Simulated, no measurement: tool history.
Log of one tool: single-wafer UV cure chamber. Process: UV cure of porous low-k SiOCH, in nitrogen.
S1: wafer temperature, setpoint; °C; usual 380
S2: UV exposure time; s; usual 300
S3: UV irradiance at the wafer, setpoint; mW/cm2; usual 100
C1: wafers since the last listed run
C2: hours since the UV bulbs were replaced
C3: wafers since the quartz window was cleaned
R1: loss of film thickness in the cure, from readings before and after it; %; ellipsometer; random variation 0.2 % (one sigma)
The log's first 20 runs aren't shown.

| run | hour | S1 | S2 | S3 | C1 | C2 | C3 | R1 |
|---|---|---|---|---|---|---|---|---|
| 21 | 1436.4 | 396 | 300 | 100 | 420 | 491 | 4221 | 11.797 |
|  | 1474.2 | quartz window cleaned |
| 22 | 1513.6 | 380 | 140 | 100 | 461 | 568.2 | 262 | 9.046 |
| 23 | 1572.8 | 380 | 300 | 126 | 394 | 627.4 | 657 | 13.505 |
| 24 | 1633.8 | 387 | 300 | 128 | 406 | 688.4 | 1063 | 13.402 |
| 25 | 1680.4 | 369 | 125 | 77 | 310 | 735 | 1374 | 7.102 |
| 26 | 1737 | 380 | 420 | 67 | 377 | 791.6 | 1751 | 11.895 |
| 27 | 1826 | 391 | 300 | 100 | 593 | 880.6 | 2344 | 12.047 |
| 28 | 1929.2 | 372 | 360 | 133 | 687 | 983.8 | 3032 | 13.619 |
| 29 | 2026.3 | 372 | 465 | 77 | 647 | 1080.9 | 3679 | 12.361 |
| 30 | 2110.2 | 361 | 370 | 100 | 559 | 1164.8 | 4238 | 12.145 |
|  | 2147.6 | quartz window cleaned |
| 31 | 2148.1 | 374 | 300 | 100 | 199 | 1202.7 | 3 | 12.37 |
| 32 | 2194.4 | 380 | 155 | 100 | 308 | 1249 | 312 | 9.177 |
| 33 | 2239.1 | 366 | 150 | 100 | 297 | 1293.7 | 610 | 8.84 |
| 34 | 2283.9 | 380 | 300 | 100 | 298 | 1338.5 | 908 | 11.959 |
| 35 | 2352 | 380 | 300 | 100 | 453 | 1406.6 | 1362 | 11.764 |
| 36 | 2446.3 | 391 | 345 | 100 | 628 | 1500.9 | 1990 | 12.446 |
| 37 | 2528 | 380 | 300 | 100 | 544 | 1582.6 | 2535 | 11.389 |

The next listed run, before its measurement:
| 38 | 2601.5 | 374 | 300 | 100 | 489 | 1656.1 | 3025 | ? |

Run 38 gave R1 11.238 %.
Without the tool's hidden state the same run would have given R1 12.5 %.
